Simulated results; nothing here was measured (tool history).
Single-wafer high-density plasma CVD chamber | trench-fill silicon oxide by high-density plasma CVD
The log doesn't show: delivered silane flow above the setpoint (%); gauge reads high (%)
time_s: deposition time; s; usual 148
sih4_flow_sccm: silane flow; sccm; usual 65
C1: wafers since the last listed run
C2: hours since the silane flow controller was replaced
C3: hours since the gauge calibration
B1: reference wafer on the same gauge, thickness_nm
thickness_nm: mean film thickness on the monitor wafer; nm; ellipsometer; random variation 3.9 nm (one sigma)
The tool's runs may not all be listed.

Run 1, day 0: usual settings; C1 0; C2 2372.3; C3 830.6; B1 1116.655. Result: thickness_nm 950.5 nm.
Run 2, day 2.254: usual settings; C1 320; C2 2426.4; C3 884.7; B1 1116.543. Result: thickness_nm 958.405 nm.
Run 3, day 6.275: usual settings; C1 572; C2 2522.9; C3 981.2; B1 1115.398. Result: thickness_nm 954.796 nm.
Run 4, day 9.054: usual settings; C1 395; C2 2589.6; C3 1047.9; B1 1115.554. Result: thickness_nm 957.341 nm.
Run 5, day 12.15: usual settings; C1 440; C2 2663.9; C3 1122.2; B1 1115.743. Result: thickness_nm 955.505 nm.
Run 6, day 16.371: usual settings; C1 600; C2 2765.2; C3 1223.5; B1 1116.305. Result: thickness_nm 963.004 nm.
Run 7, day 19.812: usual settings; C1 489; C2 2847.8; C3 1306.1; B1 1116.581. Result: thickness_nm 957.594 nm.
Run 8, day 24.238: usual settings; C1 629; C2 2954; C3 1412.3; B1 1115.202. Result: thickness_nm 949.931 nm.
Run 9, day 27.183: usual settings; C1 419; C2 3024.7; C3 1483; B1 1114.854. Result: thickness_nm 952.898 nm.
Run 10, day 35.754: usual settings; C1 1219; C2 3230.4; C3 1688.7; B1 1116.023. Result: thickness_nm 966.199 nm.
Run 11, day 39: usual settings but time_s 167 s; C1 461; C2 3308.3; C3 1766.6; B1 1114.45. Result: thickness_nm 1085.369 nm.
Run 12, day 41.858: usual settings but time_s 167 s; C1 406; C2 3376.9; C3 1835.2; B1 1115.339. Result: thickness_nm 1082.873 nm.
Run 13, day 45.429: usual settings; C1 508; C2 3462.6; C3 1920.9; B1 1114.037. Result: thickness_nm 963.512 nm.
Run 14, day 54.729: usual settings; C1 1323; C2 3685.8; C3 2144.1; B1 1118.037. Result: thickness_nm 957.976 nm.
Run 15, day 58.554: usual settings but time_s 142 s, sih4_flow_sccm 74 sccm; C1 544; C2 3777.6; C3 2235.9; B1 1116.571. Result: thickness_nm 1024.546 nm.
At day 60.558: silane flow controller replaced.
Run 16, day 60.938: usual settings but time_s 142 s, sih4_flow_sccm 74 sccm; C1 291; C2 9.1; C3 2293.1; B1 1115.281. Result: thickness_nm 1007.988 nm.
Run 17, day 65.296: usual settings but time_s 142 s, sih4_flow_sccm 74 sccm; C1 620; C2 113.7; C3 2397.7; B1 1116.18. Result: thickness_nm 1012.579 nm.
At day 67.688: gauge calibrated.
Run 18, day 68.042: usual settings but time_s 129 s, sih4_flow_sccm 60 sccm; C1 390; C2 179.6; C3 8.5; B1 1116.444. Result: thickness_nm 770.325 nm.
Run 19, day 71.242: usual settings; C1 455; C2 256.4; C3 85.3; B1 1115.511. Result: thickness_nm 943.886 nm.
Run 20, day 73.275: usual settings; C1 289; C2 305.2; C3 134.1; B1 1113.281. Result: thickness_nm 940.623 nm.
Run 21, day 76.075: usual settings; C1 398; C2 372.4; C3 201.3; B1 1115.832. Result: thickness_nm 943.989 nm.
Run 22, day 78.225: usual settings but time_s 131 s, sih4_flow_sccm 72 sccm; C1 306; C2 424; C3 252.9; B1 1117.389. Result: thickness_nm 914.311 nm.
Run 23, day 81.517: usual settings but time_s 128 s, sih4_flow_sccm 56 sccm; C1 468; C2 503; C3 331.9; B1 1115.146. Result: thickness_nm 714.28 nm.
Run 24, day 93.583: usual settings but time_s 119 s, sih4_flow_sccm 75 sccm; C1 1717; C2 792.6; C3 621.5; B1 1114.163. Result: thickness_nm 862.544 nm.
Run 25, day 96.283: usual settings but time_s 124 s, sih4_flow_sccm 75 sccm; C1 384; C2 857.4; C3 686.3; B1 1115.403. Result: thickness_nm 895.946 nm.
Run 26, day 97.85: usual settings; C1 222; C2 895; C3 723.9; B1 1117.332. Result: thickness_nm 945.921 nm.
Run 27, day 100.604: usual settings but time_s 162 s, sih4_flow_sccm 61 sccm; C1 392; C2 961.1; C3 790; B1 1116.07. Result: thickness_nm 987.792 nm.
Run 28, day 103.779: usual settings but time_s 125 s, sih4_flow_sccm 70 sccm; C1 451; C2 1037.3; C3 866.2; B1 1116.732. Result: thickness_nm 851.785 nm.
Run 29, day 107.062: usual settings but time_s 126 s, sih4_flow_sccm 59 sccm; C1 467; C2 1116.1; C3 945; B1 1117.434. Result: thickness_nm 745.3 nm.
Run 30, day 109.692: usual settings but time_s 168 s, sih4_flow_sccm 73 sccm; C1 374; C2 1179.2; C3 1008.1; B1 1115.469. Result: thickness_nm 1186.08 nm.
Run 31, day 113.946: usual settings but time_s 136 s, sih4_flow_sccm 75 sccm; C1 605; C2 1281.3; C3 1110.2; B1 1119.008. Result: thickness_nm 981.982 nm.
Run 32, day 115.525: usual settings but sih4_flow_sccm 54 sccm; C1 224; C2 1319.2; C3 1148.1; B1 1115.698. Result: thickness_nm 805.937 nm.
Run 33, day 117.417: usual settings but time_s 125 s, sih4_flow_sccm 70 sccm; C1 269; C2 1364.6; C3 1193.5; B1 1117.56. Result: thickness_nm 856.717 nm.
Run 34, day 120.888: usual settings; C1 494; C2 1447.9; C3 1276.8; B1 1116.289. Result: thickness_nm 945.186 nm.
Run 35, day 122.433: usual settings but time_s 120 s, sih4_flow_sccm 77 sccm; C1 220; C2 1485; C3 1313.9; B1 1118.457. Result: thickness_nm 890.879 nm.
Run 36, day 126.738: usual settings but time_s 128 s, sih4_flow_sccm 60 sccm; C1 612; C2 1588.3; C3 1417.2; B1 1116.329. Result: thickness_nm 763.577 nm.
Run 37, day 129.646: usual settings but time_s 119 s, sih4_flow_sccm 75 sccm; C1 413; C2 1658.1; C3 1487; B1 1115.085. Result: thickness_nm 860.979 nm.
Run 38, day 133.529: usual settings but sih4_flow_sccm 74 sccm; C1 552; C2 1751.3; C3 1580.2; B1 1116.161. Result: thickness_nm 1065.02 nm.
Run 39, day 135.867: usual settings but time_s 138 s; C1 332; C2 1807.4; C3 1636.3; B1 1115.729. Result: thickness_nm 888.453 nm.
Run 40, day 145.175: usual settings but time_s 172 s, sih4_flow_sccm 69 sccm; C1 1324; C2 2030.8; C3 1859.7; B1 1116.915. Result: thickness_nm 1162.019 nm.
Run 41, day 148.812: usual settings but time_s 127 s; C1 517; C2 2118.1; C3 1947; B1 1116.531. Result: thickness_nm 816.525 nm.
At day 152.517: gauge calibrated.
Run 42, day 153.2: usual settings but sih4_flow_sccm 61 sccm; C1 624; C2 2223.4; C3 16.4; B1 1115.85. Result: thickness_nm 901.581 nm.
Run 43, day 155.329: usual settings; C1 303; C2 2274.5; C3 67.5; B1 1113.132. Result: thickness_nm 956.614 nm.

Some steps in thickness_nm between neighbouring runs. How much of each would the tool show without its hidden state too (settings, what came in, random variation), and how much is left for the hidden state, with any gauge scatter that isn't in both results?
Run 15 -> 16: silane flow controller replaced. thickness_nm -16.558 nm: hidden state -18.542, all else +1.984.
Run 29 -> 30: time_s 126 -> 168, sih4_flow_sccm 59 -> 73. thickness_nm +440.78 nm: hidden state +3.654, all else +437.126.
Run 39 -> 40: time_s 138 -> 172, sih4_flow_sccm 65 -> 69. thickness_nm +273.566 nm: hidden state +4.303, all else +269.263.
Run 40 -> 41: time_s 172 -> 127, sih4_flow_sccm 69 -> 65. thickness_nm -345.494 nm: hidden state -3.808, all else -341.686.
